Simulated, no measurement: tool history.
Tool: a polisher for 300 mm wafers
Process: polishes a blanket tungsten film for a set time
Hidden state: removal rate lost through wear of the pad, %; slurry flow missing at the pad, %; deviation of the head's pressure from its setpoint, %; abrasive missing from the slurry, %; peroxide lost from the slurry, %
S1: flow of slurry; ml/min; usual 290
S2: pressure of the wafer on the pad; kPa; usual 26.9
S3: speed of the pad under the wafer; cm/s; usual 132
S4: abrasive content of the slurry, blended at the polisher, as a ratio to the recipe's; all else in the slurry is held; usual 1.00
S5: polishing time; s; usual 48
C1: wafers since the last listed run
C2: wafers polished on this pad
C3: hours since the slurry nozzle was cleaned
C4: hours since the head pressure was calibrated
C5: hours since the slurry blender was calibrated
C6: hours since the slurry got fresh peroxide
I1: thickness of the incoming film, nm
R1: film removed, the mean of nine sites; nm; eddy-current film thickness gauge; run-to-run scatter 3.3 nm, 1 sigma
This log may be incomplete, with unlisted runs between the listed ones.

| run | hour | S1 | S2 | S3 | S4 | S5 | C1 | C2 | C3 | C4 | C5 | C6 | I1 | R1 |
|---|---|---|---|---|---|---|---|---|---|---|---|---|---|---|
| 1 | 0.0 | 290 | 26.9 | 132 | 1.00 | 48 | 0 | 3578 | 694.3 | 501.1 | 111.6 | 78.7 | 1212.3 | 252.9 |
|  | 33.7 | worn pad replaced by a new one |
| 2 | 34.2 | 290 | 26.9 | 132 | 1.00 | 48 | 520 | 8 | 728.5 | 535.3 | 145.8 | 112.9 | 1173.3 | 271.9 |
|  | 64.7 | head pressure recalibrated |
|  | 106.1 | slurry nozzle cleaned |
| 3 | 122.1 | 290 | 26.9 | 132 | 1.00 | 48 | 1462 | 1471 | 16.0 | 57.4 | 233.7 | 200.8 | 1194.7 | 267.4 |
|  | 163.1 | slurry tank refilled with fresh slurry and peroxide |
| 4 | 180.7 | 290 | 26.9 | 100 | 1.00 | 48 | 992 | 2463 | 74.6 | 116.0 | 292.3 | 17.6 | 1196.6 | 196.8 |
|  | 192.4 | slurry blender recalibrated |
| 5 | 249.3 | 290 | 26.9 | 100 | 1.00 | 48 | 1147 | 3610 | 143.2 | 184.6 | 56.9 | 86.2 | 1191.8 | 191.8 |
|  | 254.1 | worn pad replaced by a new one |
| 6 | 277.9 | 290 | 26.9 | 132 | 1.00 | 48 | 423 | 409 | 171.8 | 213.2 | 85.5 | 114.8 | 1196.0 | 267.9 |
| 7 | 346.2 | 290 | 21.4 | 132 | 1.00 | 48 | 1176 | 1586 | 240.1 | 281.5 | 153.8 | 183.1 | 1194.2 | 227.4 |
| 8 | 379.7 | 290 | 21.4 | 132 | 1.00 | 48 | 577 | 2163 | 273.6 | 315.0 | 187.3 | 216.6 | 1185.8 | 229.5 |
|  | 440.2 | slurry tank refilled with fresh slurry and peroxide |
| 9 | 440.7 | 290 | 21.4 | 132 | 1.00 | 48 | 1033 | 3196 | 334.6 | 376.0 | 248.3 | 0.5 | 1196.1 | 221.9 |
| 10 | 465.9 | 290 | 26.9 | 132 | 1.00 | 58 | 434 | 3630 | 359.8 | 401.2 | 273.5 | 25.7 | 1178.7 | 306.7 |
|  | 501.4 | worn pad replaced by a new one |
| 11 | 512.3 | 290 | 26.9 | 132 | 1.00 | 58 | 730 | 188 | 406.2 | 447.6 | 319.9 | 72.1 | 1169.9 | 323.5 |
|  | 514.8 | slurry blender recalibrated |
| 12 | 544.6 | 290 | 26.9 | 132 | 1.00 | 48 | 521 | 710 | 438.5 | 479.9 | 29.8 | 104.4 | 1176.3 | 260.6 |
| 13 | 655.9 | 315 | 33.8 | 160 | 1.15 | 48 | 1917 | 2627 | 549.8 | 591.2 | 141.1 | 215.7 | 1173.4 | 369.9 |
|  | 659.5 | head pressure recalibrated |
|  | 673.6 | slurry tank refilled with fresh slurry and peroxide |
| 14 | 705.3 | 350 | 26.9 | 132 | 1.00 | 48 | 799 | 3427 | 599.2 | 45.8 | 190.5 | 31.7 | 1181.1 | 269.5 |
| 15 | 737.3 | 290 | 26.9 | 132 | 1.00 | 48 | 551 | 3978 | 631.2 | 77.8 | 222.5 | 63.7 | 1206.0 | 261.5 |
|  | 761.5 | worn pad replaced by a new one |
|  | 797.9 | slurry blender recalibrated |
| 16 | 802.5 | 290 | 29.6 | 132 | 0.80 | 57 | 1019 | 672 | 696.4 | 143.0 | 4.6 | 128.9 | 1190.7 | 314.5 |
|  | 899.7 | slurry tank refilled with fresh slurry and peroxide |
|  | 945.0 | slurry nozzle cleaned |
| 17 | 974.4 | 290 | 26.9 | 132 | 1.00 | 48 | 2926 | 3598 | 29.4 | 314.9 | 176.5 | 74.7 | 1180.5 | 247.9 |
|  | 993.0 | worn pad replaced by a new one |
| 18 | 1015.5 | 290 | 26.9 | 154 | 1.00 | 48 | 639 | 387 | 70.5 | 356.0 | 217.6 | 115.8 | 1181.3 | 313.0 |
| 19 | 1051.3 | 290 | 26.9 | 132 | 1.25 | 48 | 616 | 1004 | 106.3 | 391.8 | 253.4 | 151.6 | 1203.4 | 277.9 |
|  | 1113.2 | slurry blender recalibrated |
|  | 1121.0 | slurry tank refilled with fresh slurry and peroxide |
| 20 | 1208.1 | 245 | 17.2 | 160 | 1.25 | 48 | 2649 | 3653 | 263.1 | 548.6 | 94.9 | 87.1 | 1191.5 | 246.1 |
|  | 1249.7 | worn pad replaced by a new one |
| 21 | 1256.5 | 225 | 26.9 | 132 | 1.20 | 55 | 764 | 116 | 311.5 | 597.0 | 143.3 | 135.5 | 1162.8 | 313.4 |
|  | 1284.1 | head pressure recalibrated |
| 22 | 1284.6 | 290 | 22.8 | 132 | 1.00 | 48 | 449 | 566 | 339.6 | 0.5 | 171.4 | 163.6 | 1195.1 | 259.6 |

Below are 3 alternative next runs, each starting from the tool's condition after run 22. Predict each:
| A | 1285.0 | 290 | 26.9 | 132 | 1.00 | 41 | 6 | 573 | 340.0 | 0.9 | 171.8 | 164.0 | 1185.3 | ? |
| B | 1285.0 | 255 | 22.1 | 132 | 1.00 | 43 | 6 | 573 | 340.0 | 0.9 | 171.8 | 164.0 | 1185.3 | ? |
| C | 1285.0 | 290 | 26.9 | 132 | 1.00 | 62 | 6 | 573 | 340.0 | 0.9 | 171.8 | 164.0 | 1185.3 | ? |

| run | R1 |
|---|---|
| A | 234.4 |
| B | 216.3 |
| C | 354.5 |
The same runs, with their run-to-run variation unchanged, on a tool lacking any hidden condition would have given:
| run | R1 |
|---|---|
| A | 240.9 |
| B | 222.3 |
| C | 364.3 |
